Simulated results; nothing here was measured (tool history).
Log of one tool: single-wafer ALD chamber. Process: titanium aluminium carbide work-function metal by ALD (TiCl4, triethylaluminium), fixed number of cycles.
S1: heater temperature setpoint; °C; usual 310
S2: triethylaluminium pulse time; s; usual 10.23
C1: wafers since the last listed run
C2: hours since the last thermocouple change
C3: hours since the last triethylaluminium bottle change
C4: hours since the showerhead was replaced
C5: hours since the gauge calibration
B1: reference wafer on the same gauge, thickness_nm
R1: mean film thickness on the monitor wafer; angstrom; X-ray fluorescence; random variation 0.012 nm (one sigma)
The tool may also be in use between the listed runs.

Run 1, hour 0.0: usual settings; C1 0; C2 2325.8; C3 1465.0; C4 2454.6; C5 563.0; B1 1.759. Result: R1 21.87 angstrom.
Run 2, hour 7.7: usual settings; C1 125; C2 2333.5; C3 1472.7; C4 2462.3; C5 570.7; B1 1.760. Result: R1 21.80 angstrom.
Run 3, hour 21.7: usual settings but S2 13.47 s; C1 227; C2 2347.5; C3 1486.7; C4 2476.3; C5 584.7; B1 1.762. Result: R1 22.62 angstrom.
Run 4, hour 39.2: usual settings but S1 318 °C; C1 284; C2 2365.0; C3 1504.2; C4 2493.8; C5 602.2; B1 1.761. Result: R1 22.65 angstrom.
Run 5, hour 56.8: usual settings but S1 318 °C; C1 286; C2 2382.6; C3 1521.8; C4 2511.4; C5 619.8; B1 1.761. Result: R1 22.88 angstrom.
Run 6, hour 71.4: usual settings but S2 8.27 s; C1 237; C2 2397.2; C3 1536.4; C4 2526.0; C5 634.4; B1 1.758. Result: R1 20.79 angstrom.
Run 7, hour 80.8: usual settings but S2 8.27 s; C1 152; C2 2406.6; C3 1545.8; C4 2535.4; C5 643.8; B1 1.757. Result: R1 21.15 angstrom.
Run 8, hour 97.5: usual settings but S2 8.27 s; C1 271; C2 2423.3; C3 1562.5; C4 2552.1; C5 660.5; B1 1.760. Result: R1 21.09 angstrom.
Run 9, hour 112.0: usual settings; C1 235; C2 2437.8; C3 1577.0; C4 2566.6; C5 675.0; B1 1.759. Result: R1 21.78 angstrom.
Run 10, hour 118.5: usual settings; C1 105; C2 2444.3; C3 1583.5; C4 2573.1; C5 681.5; B1 1.760. Result: R1 21.81 angstrom.
Run 11, hour 130.3: usual settings; C1 191; C2 2456.1; C3 1595.3; C4 2584.9; C5 693.3; B1 1.762. Result: R1 21.99 angstrom.
Run 12, hour 146.8: usual settings; C1 268; C2 2472.6; C3 1611.8; C4 2601.4; C5 709.8; B1 1.761. Result: R1 21.87 angstrom.
Run 13, hour 162.4: usual settings but S1 305 °C, S2 6.89 s; C1 253; C2 2488.2; C3 1627.4; C4 2617.0; C5 725.4; B1 1.756. Result: R1 19.12 angstrom.
Run 14, hour 171.2: usual settings but S2 8.43 s; C1 143; C2 2497.0; C3 1636.2; C4 2625.8; C5 734.2; B1 1.761. Result: R1 21.19 angstrom.
Run 15, hour 179.0: usual settings but S1 296 °C, S2 13.48 s; C1 126; C2 2504.8; C3 1644.0; C4 2633.6; C5 742.0; B1 1.762. Result: R1 20.94 angstrom.
At hour 189.1: gauge calibrated.
Run 16, hour 189.1: usual settings but S1 318 °C; C1 164; C2 2514.9; C3 1654.1; C4 2643.7; C5 0.0; B1 1.765. Result: R1 22.76 angstrom.
Run 17, hour 200.7: usual settings but S2 7.82 s; C1 188; C2 2526.5; C3 1665.7; C4 2655.3; C5 11.6; B1 1.758. Result: R1 20.60 angstrom.
At hour 210.1: showerhead replaced.
Run 18, hour 210.8: usual settings but S1 301 °C, S2 11.93 s; C1 34; C2 2536.6; C3 1675.8; C4 0.7; C5 21.7; B1 1.761. Result: R1 21.34 angstrom.
At hour 227.0: thermocouple changed; heater temperature recalibrated.
Run 19, hour 227.5: usual settings but S1 304 °C, S2 12.12 s; C1 141; C2 0.5; C3 1692.5; C4 17.4; C5 38.4; B1 1.762. Result: R1 21.72 angstrom.
Run 20, hour 252.3: usual settings but S1 321 °C, S2 11.46 s; C1 403; C2 25.3; C3 1717.3; C4 42.2; C5 63.2; B1 1.758. Result: R1 23.37 angstrom.
Run 21, hour 269.5: usual settings; C1 279; C2 42.5; C3 1734.5; C4 59.4; C5 80.4; B1 1.760. Result: R1 21.88 angstrom.
At hour 287.1: triethylaluminium bottle replaced.
Run 22, hour 299.9: usual settings but S1 302 °C, S2 11.38 s; C1 364; C2 72.9; C3 12.8; C4 89.8; C5 110.8; B1 1.761. Result: R1 21.16 angstrom.
Run 23, hour 314.7: usual settings but S1 320 °C, S2 14.13 s; C1 240; C2 87.7; C3 27.6; C4 104.6; C5 125.6; B1 1.760. Result: R1 23.65 angstrom.
Run 24, hour 321.1: usual settings but S1 300 °C, S2 12.69 s; C1 104; C2 94.1; C3 34.0; C4 111.0; C5 132.0; B1 1.761. Result: R1 21.00 angstrom.
Run 25, hour 333.8: usual settings but S1 324 °C, S2 13.61 s; C1 206; C2 106.8; C3 46.7; C4 123.7; C5 144.7; B1 1.758. Result: R1 23.91 angstrom.
Run 26, hour 340.7: usual settings but S1 318 °C, S2 8.94 s; C1 112; C2 113.7; C3 53.6; C4 130.6; C5 151.6; B1 1.759. Result: R1 22.23 angstrom.
Run 27, hour 352.2: usual settings but S1 324 °C, S2 8.41 s; C1 187; C2 125.2; C3 65.1; C4 142.1; C5 163.1; B1 1.763. Result: R1 22.61 angstrom.
Run 28, hour 364.6: usual settings but S1 323 °C, S2 13.18 s; C1 201; C2 137.6; C3 77.5; C4 154.5; C5 175.5; B1 1.761. Result: R1 24.06 angstrom.
Run 29, hour 371.2: usual settings but S1 303 °C; C1 107; C2 144.2; C3 84.1; C4 161.1; C5 182.1; B1 1.761. Result: R1 21.33 angstrom.
Run 30, hour 378.6: usual settings but S1 319 °C; C1 120; C2 151.6; C3 91.5; C4 168.5; C5 189.5; B1 1.763. Result: R1 22.95 angstrom.
Run 31, hour 391.4: usual settings; C1 208; C2 164.4; C3 104.3; C4 181.3; C5 202.3; B1 1.762. Result: R1 21.76 angstrom.
Run 32, hour 400.7: usual settings; C1 151; C2 173.7; C3 113.6; C4 190.6; C5 211.6; B1 1.761. Result: R1 21.79 angstrom.
Run 33, hour 412.2: usual settings; C1 187; C2 185.2; C3 125.1; C4 202.1; C5 223.1; B1 1.761. Result: R1 21.83 angstrom.
Run 34, hour 427.1: usual settings but S2 9.00 s; C1 242; C2 200.1; C3 140.0; C4 217.0; C5 238.0; B1 1.762. Result: R1 21.43 angstrom.

3 ways to go on from here, each from the tool as it stands after run 34. What would each give?
Run A, hour 427.5: usual settings but S1 322 °C; C1 6; C2 200.5; C3 140.4; C4 217.4; C5 238.4; B1 ?. Result: R1 ?.
Run B, hour 427.5: usual settings but S1 322 °C, S2 8.20 s; C1 6; C2 200.5; C3 140.4; C4 217.4; C5 238.4; B1 ?. Result: R1 ?.
Run C, hour 427.5: usual settings but S1 302 °C; C1 6; C2 200.5; C3 140.4; C4 217.4; C5 238.4; B1 ?. Result: R1 ?.

run     B1     R1
  A  1.760  23.22
  B  1.760  22.19
  C  1.760  21.11
Without the tool's hidden state the same runs would have given:
run     R1
  A  23.22
  B  22.19
  C  21.11
